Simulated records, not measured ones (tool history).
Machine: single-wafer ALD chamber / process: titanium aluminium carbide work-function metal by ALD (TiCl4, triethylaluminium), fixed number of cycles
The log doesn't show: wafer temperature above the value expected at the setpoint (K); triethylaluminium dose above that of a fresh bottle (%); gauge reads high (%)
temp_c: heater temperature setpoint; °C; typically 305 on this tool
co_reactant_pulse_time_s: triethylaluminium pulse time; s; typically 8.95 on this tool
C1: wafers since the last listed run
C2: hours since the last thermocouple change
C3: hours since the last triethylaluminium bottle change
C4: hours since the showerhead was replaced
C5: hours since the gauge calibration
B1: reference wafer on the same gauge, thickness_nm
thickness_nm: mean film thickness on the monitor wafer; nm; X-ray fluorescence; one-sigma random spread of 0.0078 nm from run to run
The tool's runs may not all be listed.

run 1 hour=0 | temp_c=313 co_reactant_pulse_time_s=8.95 | C1=0 C2=640.6 C3=537.5 C4=4551.5 C5=3185.3 | B1=2.19 | thickness_nm=1.993
run 2 hour=75.2 | temp_c=305 co_reactant_pulse_time_s=8.95 | C1=876 C2=715.8 C3=612.7 C4=4626.7 C5=3260.5 | B1=2.189 | thickness_nm=1.921
-- hour=115.3 triethylaluminium bottle replaced
run 3 hour=129.9 | temp_c=305 co_reactant_pulse_time_s=8.95 | C1=544 C2=770.5 C3=14.6 C4=4681.4 C5=3315.2 | B1=2.189 | thickness_nm=1.824
run 4 hour=327.7 | temp_c=305 co_reactant_pulse_time_s=8.95 | C1=2304 C2=968.3 C3=212.4 C4=4879.2 C5=3513 | B1=2.189 | thickness_nm=1.778
run 5 hour=383.4 | temp_c=305 co_reactant_pulse_time_s=8.95 | C1=648 C2=1024 C3=268.1 C4=4934.9 C5=3568.7 | B1=2.191 | thickness_nm=1.76
-- hour=458.2 triethylaluminium bottle replaced, repeated, since the last time left the tool worse
run 6 hour=474.2 | temp_c=305 co_reactant_pulse_time_s=9.8 | C1=964 C2=1114.8 C3=16 C4=5025.7 C5=3659.5 | B1=2.189 | thickness_nm=2.027
-- hour=530.4 gauge calibrated
run 7 hour=580.7 | temp_c=305 co_reactant_pulse_time_s=9.8 | C1=1240 C2=1221.3 C3=122.5 C4=5132.2 C5=50.3 | B1=2.189 | thickness_nm=2.027
run 8 hour=641.4 | temp_c=305 co_reactant_pulse_time_s=9.8 | C1=707 C2=1282 C3=183.2 C4=5192.9 C5=111 | B1=2.191 | thickness_nm=2.026
run 9 hour=691.1 | temp_c=294 co_reactant_pulse_time_s=8.95 | C1=579 C2=1331.7 C3=232.9 C4=5242.6 C5=160.7 | B1=2.189 | thickness_nm=1.875
run 10 hour=760.5 | temp_c=294 co_reactant_pulse_time_s=8.95 | C1=808 C2=1401.1 C3=302.3 C4=5312 C5=230.1 | B1=2.19 | thickness_nm=1.867
run 11 hour=798.9 | temp_c=305 co_reactant_pulse_time_s=8.95 | C1=447 C2=1439.5 C3=340.7 C4=5350.4 C5=268.5 | B1=2.191 | thickness_nm=1.958
run 12 hour=848.2 | temp_c=305 co_reactant_pulse_time_s=8.95 | C1=574 C2=1488.8 C3=390 C4=5399.7 C5=317.8 | B1=2.191 | thickness_nm=1.977
-- hour=929.4 thermocouple changed; heater temperature recalibrated
run 13 hour=942.7 | temp_c=305 co_reactant_pulse_time_s=8.95 | C1=1007 C2=13.3 C3=484.5 C4=5494.2 C5=412.3 | B1=2.19 | thickness_nm=1.959
run 14 hour=981.9 | temp_c=309 co_reactant_pulse_time_s=6.08 | C1=456 C2=52.5 C3=523.7 C4=5533.4 C5=451.5 | B1=2.188 | thickness_nm=1.722
run 15 hour=1092.8 | temp_c=299 co_reactant_pulse_time_s=11.74 | C1=1292 C2=163.4 C3=634.6 C4=5644.3 C5=562.4 | B1=2.189 | thickness_nm=1.957
run 16 hour=1130.9 | temp_c=314 co_reactant_pulse_time_s=5.48 | C1=443 C2=201.5 C3=672.7 C4=5682.4 C5=600.5 | B1=2.191 | thickness_nm=1.649
run 17 hour=1233.4 | temp_c=305 co_reactant_pulse_time_s=8.95 | C1=1194 C2=304 C3=775.2 C4=5784.9 C5=703 | B1=2.191 | thickness_nm=1.891
-- hour=1294.5 triethylaluminium bottle replaced
run 18 hour=1340.8 | temp_c=315 co_reactant_pulse_time_s=12.24 | C1=1158 C2=411.4 C3=46.3 C4=5892.3 C5=810.4 | B1=2.189 | thickness_nm=2.176
run 19 hour=1431.4 | temp_c=295 co_reactant_pulse_time_s=11.98 | C1=1055 C2=502 C3=136.9 C4=5982.9 C5=901 | B1=2.191 | thickness_nm=1.981
run 20 hour=1471.8 | temp_c=305 co_reactant_pulse_time_s=8.95 | C1=470 C2=542.4 C3=177.3 C4=6023.3 C5=941.4 | B1=2.19 | thickness_nm=1.986
-- hour=1526.6 showerhead replaced
run 21 hour=1547.5 | temp_c=291 co_reactant_pulse_time_s=10.1 | C1=788 C2=618.1 C3=253 C4=20.9 C5=1017.1 | B1=2.19 | thickness_nm=1.887
run 22 hour=1591.1 | temp_c=299 co_reactant_pulse_time_s=8.95 | C1=507 C2=661.7 C3=296.6 C4=64.5 C5=1060.7 | B1=2.189 | thickness_nm=1.921
run 23 hour=1655.2 | temp_c=316 co_reactant_pulse_time_s=12.05 | C1=746 C2=725.8 C3=360.7 C4=128.6 C5=1124.8 | B1=2.19 | thickness_nm=2.17
run 24 hour=1748.1 | temp_c=293 co_reactant_pulse_time_s=8.95 | C1=1082 C2=818.7 C3=453.6 C4=221.5 C5=1217.7 | B1=2.19 | thickness_nm=1.862
run 25 hour=1804.4 | temp_c=296 co_reactant_pulse_time_s=11.07 | C1=655 C2=875 C3=509.9 C4=277.8 C5=1274 | B1=2.189 | thickness_nm=1.954
run 26 hour=1862.4 | temp_c=305 co_reactant_pulse_time_s=9.95 | C1=675 C2=933 C3=567.9 C4=335.8 C5=1332 | B1=2.19 | thickness_nm=1.995
run 27 hour=1972.6 | temp_c=305 co_reactant_pulse_time_s=8.95 | C1=1283 C2=1043.2 C3=678.1 C4=446 C5=1442.2 | B1=2.189 | thickness_nm=1.943
run 28 hour=2012.9 | temp_c=305 co_reactant_pulse_time_s=8.95 | C1=469 C2=1083.5 C3=718.4 C4=486.3 C5=1482.5 | B1=2.189 | thickness_nm=1.905
run 29 hour=2080 | temp_c=305 co_reactant_pulse_time_s=8.95 | C1=781 C2=1150.6 C3=785.5 C4=553.4 C5=1549.6 | B1=2.191 | thickness_nm=1.923
-- hour=2121.6 triethylaluminium bottle replaced
run 30 hour=2124.1 | temp_c=291 co_reactant_pulse_time_s=8.95 | C1=420 C2=1194.7 C3=2.5 C4=597.5 C5=1593.7 | B1=2.189 | thickness_nm=1.873
run 31 hour=2185.9 | temp_c=305 co_reactant_pulse_time_s=8.95 | C1=720 C2=1256.5 C3=64.3 C4=659.3 C5=1655.5 | B1=2.188 | thickness_nm=2
run 32 hour=2269.2 | temp_c=305 co_reactant_pulse_time_s=10.84 | C1=970 C2=1339.8 C3=147.6 C4=742.6 C5=1738.8 | B1=2.191 | thickness_nm=2.047
run 33 hour=2371 | temp_c=305 co_reactant_pulse_time_s=8.95 | C1=1186 C2=1441.6 C3=249.4 C4=844.4 C5=1840.6 | B1=2.189 | thickness_nm=1.97

Selected run-to-run steps in thickness_nm, each split into two signed amounts: the part the tool would show with no hidden state at all (from settings, incoming material and random variation), and the remainder, which goes to the hidden state together with any gauge scatter not common to the measured and the hidden-state-free results:
Run 5 -> 6: co_reactant_pulse_time_s 8.95 -> 9.8, triethylaluminium bottle replaced, repeated, since the last time left the tool worse. thickness_nm +0.267 nm: hidden state +0.252, all else +0.015.
Run 15 -> 16: temp_c 299 -> 314, co_reactant_pulse_time_s 11.74 -> 5.48. thickness_nm -0.308 nm: hidden state -0.14, all else -0.168.
Run 17 -> 18: temp_c 305 -> 315, co_reactant_pulse_time_s 8.95 -> 12.24, triethylaluminium bottle replaced. thickness_nm +0.285 nm: hidden state +0.117, all else +0.168.
Run 23 -> 24: temp_c 316 -> 293, co_reactant_pulse_time_s 12.05 -> 8.95. thickness_nm -0.308 nm: hidden state -0.029, all else -0.279.
